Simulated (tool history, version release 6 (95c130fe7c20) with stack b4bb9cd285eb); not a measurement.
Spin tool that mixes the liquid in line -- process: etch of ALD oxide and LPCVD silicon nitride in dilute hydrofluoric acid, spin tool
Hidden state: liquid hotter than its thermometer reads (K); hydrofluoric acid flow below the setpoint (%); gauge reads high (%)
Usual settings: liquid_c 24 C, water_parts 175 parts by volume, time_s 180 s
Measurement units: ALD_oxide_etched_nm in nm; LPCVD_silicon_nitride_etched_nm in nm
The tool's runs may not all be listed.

run,hour,liquid_c,water_parts,time_s,wafers since the last listed run,hours since the thermometer was replaced,hours since the hydrofluoric acid flow meter was replaced,hours since the gauge calibration,"read-back film thickness of the ALD oxide reference wafer, read on the same gauge (nm)","read-back film thickness of the LPCVD silicon nitride reference wafer, read on the same gauge (nm)",ALD_oxide_etched_nm,LPCVD_silicon_nitride_etched_nm
1,0,27,175,180,0,2313.8,144.2,850.7,119.98,110.005,21.99,0.604
2,33.3,27,175,180,313,2347.1,177.5,884,120.05,109.985,22.31,0.696
3,62.8,24,175,225,278,2376.6,207,913.5,119.97,110.007,24.74,0.715
4,125.4,24,175,225,589,2439.2,269.6,976.1,119.98,110.01,24.99,0.688
5,190.7,24,175,150,615,2504.5,334.9,1041.4,120,109.988,16.69,0.434
# hour 217.4: gauge calibrated
6,257.4,24,175,150,628,2571.2,401.6,40,120.02,110.001,16.87,0.446
7,294.5,24,175,150,349,2608.3,438.7,77.1,119.96,110.021,16.62,0.466
# hour 300.9: hydrofluoric acid flow meter replaced
# hour 321.8: thermometer replaced
8,341.4,24,145,180,423,19.6,40.5,124,120.01,109.984,23.34,0.58
9,377.8,24,145,180,343,56,76.9,160.4,120,110.008,23.16,0.574
10,432.2,24,145,180,512,110.4,131.3,214.8,120,109.981,23.06,0.564
11,466.6,24,175,180,324,144.8,165.7,249.2,120.01,110.016,18.64,0.465
12,524.7,24,245,270,547,202.9,223.8,307.3,119.99,109.98,18.55,0.555
13,571.2,24,175,180,438,249.4,270.3,353.8,120.04,109.972,18.74,0.547
14,629.9,24,210,215,553,308.1,329,412.5,119.99,109.983,18.13,0.494
15,664.1,20.5,260,180,322,342.3,363.2,446.7,120.03,110,10.06,0.242
16,695.8,24,175,180,298,374,394.9,478.4,120.03,109.989,18.96,0.523
17,732.9,25.5,115,230,349,411.1,432,515.5,120.01,110,41.61,1.113
18,760,19.5,175,180,255,438.2,459.1,542.6,119.99,110.001,16.08,0.441
# hour 783.6: hydrofluoric acid flow meter replaced
19,790.3,24,175,180,276,468.5,6.7,572.9,120.03,109.995,18.64,0.523
20,860,22.5,115,265,656,538.2,76.4,642.6,119.99,110.013,42.65,1.099
21,927,24,175,180,631,605.2,143.4,709.6,119.99,110.006,18.68,0.602
22,988.7,24,175,270,581,666.9,205.1,771.3,120.04,110.002,28.35,0.772
23,1021.6,24,95,280,310,699.8,238,804.2,119.99,109.989,60.64,1.576
24,1081.3,28,135,180,562,759.5,297.7,863.9,120.02,109.99,29.81,0.929
25,1128.9,24,175,180,448,807.1,345.3,911.5,119.96,110.004,18.77,0.515
26,1195.8,22.5,255,180,630,874,412.2,978.4,120,110.008,11.31,0.339

Branching from run 26: 4 alternative next runs. What would each branch give?
A,1196.3,24,175,180,4,874.5,412.7,978.9,?,?,?,?
B,1196.3,22.5,210,180,4,874.5,412.7,978.9,?,?,?,?
C,1196.3,22.5,135,235,4,874.5,412.7,978.9,?,?,?,?
D,1196.3,25.5,175,180,4,874.5,412.7,978.9,?,?,?,?

run,"read-back film thickness of the ALD oxide reference wafer, read on the same gauge (nm)","read-back film thickness of the LPCVD silicon nitride reference wafer, read on the same gauge (nm)",ALD_oxide_etched_nm,LPCVD_silicon_nitride_etched_nm
A,120.05,109.988,19.08,0.497
B,120.05,109.988,14.48,0.377
C,120.05,109.988,31.92,0.762
D,120.05,109.988,20.17,0.546
Had the tool no hidden state, the same runs would have come out as:
run,ALD_oxide_etched_nm,LPCVD_silicon_nitride_etched_nm
A,18.51,0.472
B,14.05,0.358
C,30.92,0.722
D,19.58,0.519

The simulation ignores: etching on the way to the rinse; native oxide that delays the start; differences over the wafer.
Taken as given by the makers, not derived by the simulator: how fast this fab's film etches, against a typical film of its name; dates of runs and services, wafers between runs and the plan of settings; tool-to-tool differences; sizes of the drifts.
